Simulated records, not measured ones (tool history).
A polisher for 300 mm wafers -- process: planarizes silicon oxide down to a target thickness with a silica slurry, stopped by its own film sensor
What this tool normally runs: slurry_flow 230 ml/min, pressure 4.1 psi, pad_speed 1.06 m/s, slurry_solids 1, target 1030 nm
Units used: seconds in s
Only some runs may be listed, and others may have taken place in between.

run	hour	slurry_flow	pressure	pad_speed	slurry_solids	target	wafers since the last listed run	wafers polished on this pad	hours since the slurry nozzle was cleaned	hours since the head pressure was calibrated	hours since the slurry blender was calibrated	hours since the conditioning disc was replaced	incoming thickness of the incoming film, nm	seconds
1	0	230	4.1	1.06	1	1030	0	1187	403.6	1234.1	6.2	313	1231.5	63.4
2	8.3	230	4.1	1.06	1	1030	72	1260	411.9	1242.4	14.5	321.3	1226.4	61.7
3	24.4	230	4.1	1.06	1	1030	141	1401	428	1258.5	30.6	337.4	1209.7	54.6
4	33.3	230	4.1	1.06	1	1030	77	1479	436.9	1267.4	39.5	346.3	1252.6	71.3
# hour 46.4: worn pad replaced by a new one
# hour 48: head pressure recalibrated
5	48.5	230	4.1	1.06	1	1030	84	4	452.1	0.5	54.7	361.5	1232.4	61.7
6	58.7	230	4.1	1.06	1	1030	89	94	462.3	10.7	64.9	371.7	1234.6	64.6
7	69.7	230	4.8	1.06	1	1030	96	190	473.3	21.7	75.9	382.7	1239.3	61.3
8	81.9	230	4.8	1.06	1	1030	106	297	485.5	33.9	88.1	394.9	1237.9	60.1
9	91.2	230	4.8	1.06	1	1030	81	378	494.8	43.2	97.4	404.2	1217	54.5
10	108.5	230	4.1	1.06	1	1030	151	530	512.1	60.5	114.7	421.5	1232.2	63.6
11	115.4	280	2.8	1.06	1	971	60	590	519	67.4	121.6	428.4	1223.2	93.1
# hour 117.2: slurry nozzle cleaned
12	121.8	230	4.8	1.06	1	1030	47	638	4.6	73.8	128	434.8	1247.4	62.5
13	127.9	230	4.1	1.06	1	1030	53	691	10.7	79.9	134.1	440.9	1218.8	61.2
14	136.9	305	4.1	1.06	1	1030	78	770	19.7	88.9	143.1	449.9	1210.9	55.5
15	143.3	275	4.1	1.06	1	1097	56	826	26.1	95.3	149.5	456.3	1230.1	41.9
16	178.1	230	5.4	1.06	1	1030	304	1131	60.9	130.1	184.3	491.1	1221.4	50.6
# hour 191.7: conditioning disc replaced and pad reconditioned
17	195.6	290	4.1	0.9	1	1030	135	1267	78.4	147.6	201.8	3.9	1230.5	70.8
18	210.4	230	4.1	0.78	1	1030	129	1397	93.2	162.4	216.6	18.7	1234.4	79.9
# hour 216.9: worn pad replaced by a new one
19	217.9	230	4.1	1.06	1	1030	30	9	100.7	169.9	224.1	26.2	1243.6	67.2
20	233	230	4.1	1.06	1.15	1030	132	141	115.8	185	239.2	41.3	1237.1	59.2
# hour 237.4: slurry blender recalibrated
21	246.6	210	4.1	0.92	1.25	1065	101	242	129.4	198.6	9.2	54.9	1240.3	53.9
22	264.1	260	4.1	1.06	1	1030	153	396	146.9	216.1	26.7	72.4	1235.6	62.4
23	277.9	285	4.1	1.06	1	1030	120	517	160.7	229.9	40.5	86.2	1220.5	60.4
24	294.6	230	4.5	0.82	1	1030	146	663	177.4	246.6	57.2	102.9	1248.3	80
25	307.7	265	4.1	0.9	1	1030	114	778	190.5	259.7	70.3	116	1235.3	70.2
26	324.7	230	4.1	1.26	0.85	1030	148	927	207.5	276.7	87.3	133	1230.8	56.6
27	342	210	5.2	0.86	1	1030	151	1079	224.8	294	104.6	150.3	1231.3	65.7

3 options for the next run, each taken on its own from the tool as it stands now. Forecast them:
A	342.4	230	4.1	1.06	1	1030	3	1082	225.2	294.4	105	150.7	1235.1	?
B	342.4	290	5.4	1.06	0.8	1052	3	1082	225.2	294.4	105	150.7	1235.1	?
C	342.4	230	4.1	1.06	0.7	971	3	1082	225.2	294.4	105	150.7	1235.1	?

run	seconds
A	64.5
B	53
C	100.4
Take away the tool's hidden state, keep each run's random variation, and the runs would have read:
run	seconds
A	64.5
B	53
C	100.4
